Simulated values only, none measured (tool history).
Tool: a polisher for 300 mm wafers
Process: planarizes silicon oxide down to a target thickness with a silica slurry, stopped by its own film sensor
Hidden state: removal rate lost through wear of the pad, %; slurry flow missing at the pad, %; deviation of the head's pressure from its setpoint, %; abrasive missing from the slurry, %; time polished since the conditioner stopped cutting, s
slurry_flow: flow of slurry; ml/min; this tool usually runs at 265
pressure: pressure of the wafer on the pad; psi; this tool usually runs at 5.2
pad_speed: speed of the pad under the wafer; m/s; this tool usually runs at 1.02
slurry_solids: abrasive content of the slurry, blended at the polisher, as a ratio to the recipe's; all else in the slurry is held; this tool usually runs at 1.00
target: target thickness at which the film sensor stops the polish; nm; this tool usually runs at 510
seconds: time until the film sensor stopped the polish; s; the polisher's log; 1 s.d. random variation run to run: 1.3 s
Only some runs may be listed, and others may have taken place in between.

run,hour,slurry_flow,pressure,pad_speed,slurry_solids,target,wafers since the last listed run,wafers polished on this pad,hours since the slurry nozzle was cleaned,hours since the head pressure was calibrated,hours since the slurry blender was calibrated,hours since the conditioning disc was replaced,"incoming thickness of the incoming film, nm",seconds
1,0.0,265,5.2,1.02,1.00,585,0,1982,76.0,493.1,65.5,279.5,929.5,99.8
2,24.2,265,5.2,1.02,1.00,585,269,2252,100.2,517.3,89.7,303.7,939.0,104.7
# hour 43.0: conditioning disc replaced and pad reconditioned
3,61.4,265,5.2,1.02,1.00,585,392,2644,137.4,554.5,126.9,18.4,926.1,111.0
# hour 94.2: worn pad replaced by a new one
4,148.7,265,5.2,1.02,1.00,510,928,607,224.7,641.8,214.2,105.7,939.3,144.5
# hour 198.5: slurry blender recalibrated
5,210.7,265,5.2,1.02,1.00,510,668,1275,286.7,703.8,12.2,167.7,943.7,146.9
6,279.8,265,5.2,1.02,1.00,510,769,2045,355.8,772.9,81.3,236.8,943.8,150.5
7,304.8,265,5.2,1.02,1.00,510,278,2324,380.8,797.9,106.3,261.8,930.8,148.1
# hour 349.4: worn pad replaced by a new one
8,351.1,265,5.2,1.02,1.00,510,471,19,427.1,844.2,152.6,308.1,913.1,141.0
# hour 359.0: slurry nozzle cleaned
# hour 368.0: conditioning disc replaced and pad reconditioned, repeated, since the last time left the tool worse
9,386.2,265,5.2,1.02,1.00,510,357,376,27.2,879.3,187.7,18.2,935.4,111.3
10,420.8,265,5.2,1.02,1.00,510,385,762,61.8,913.9,222.3,52.8,930.6,113.6
# hour 464.7: slurry blender recalibrated
11,465.2,265,4.0,1.02,1.20,510,472,1234,106.2,958.3,0.5,97.2,915.1,130.2
# hour 595.7: worn pad replaced by a new one
12,620.5,265,5.2,1.02,1.00,510,1685,276,261.5,1113.6,155.8,252.5,937.1,125.1
# hour 623.5: head pressure recalibrated
13,656.5,180,5.2,1.02,0.85,400,378,655,297.5,33.0,191.8,288.5,937.3,176.9
14,684.7,265,5.2,1.02,0.90,510,314,969,325.7,61.2,220.0,316.7,933.1,134.6
# hour 709.3: slurry blender recalibrated
# hour 735.7: conditioning disc replaced and pad reconditioned
15,736.6,265,5.2,1.02,1.00,510,533,1503,377.6,113.1,27.3,0.9,930.3,104.8
# hour 769.7: slurry nozzle cleaned
16,801.8,265,4.3,1.02,1.00,622,715,2218,32.1,178.3,92.5,66.1,919.9,97.0
17,855.2,205,5.2,0.78,1.00,371,594,2813,85.5,231.7,145.9,119.5,939.0,199.7
# hour 877.7: worn pad replaced by a new one
18,888.0,265,5.2,1.02,1.00,510,320,114,118.3,264.5,178.7,152.3,941.2,120.1
19,925.2,295,5.2,0.78,1.00,594,414,528,155.5,301.7,215.9,189.5,918.4,112.0
20,985.7,265,3.4,1.02,1.00,510,674,1202,216.0,362.2,276.4,250.0,923.7,175.4
# hour 992.2: slurry blender recalibrated
21,1034.2,265,5.2,1.36,1.00,580,518,1720,264.5,410.7,42.0,298.5,939.4,87.4
22,1067.8,265,5.2,1.02,1.00,510,374,2095,298.1,444.3,75.6,332.1,923.8,123.1
23,1092.3,265,5.2,0.88,1.00,510,272,2368,322.6,468.8,100.1,356.6,919.7,131.6
# hour 1106.0: conditioning disc replaced and pad reconditioned
24,1121.0,230,5.2,1.02,1.10,510,297,2665,351.3,497.5,128.8,15.0,930.7,104.2
# hour 1135.5: worn pad replaced by a new one
25,1189.3,340,5.8,0.92,0.85,510,716,599,419.6,565.8,197.1,83.3,930.3,123.0

Forecast each of these 4 alternatives for the next run:
A,1189.8,300,5.2,1.02,1.00,510,5,605,420.1,566.3,197.6,83.8,930.4,?
B,1189.8,180,5.2,1.02,1.00,510,5,605,420.1,566.3,197.6,83.8,930.4,?
C,1189.8,265,5.2,1.02,1.00,368,5,605,420.1,566.3,197.6,83.8,930.4,?
D,1189.8,265,5.2,1.02,1.00,440,5,605,420.1,566.3,197.6,83.8,930.4,?

run,seconds
A,118.1
B,123.4
C,159.5
D,139.1
Take away the tool's hidden state, keep each run's random variation, and the runs would have read:
run,seconds
A,107.2
B,112.1
C,144.9
D,126.3
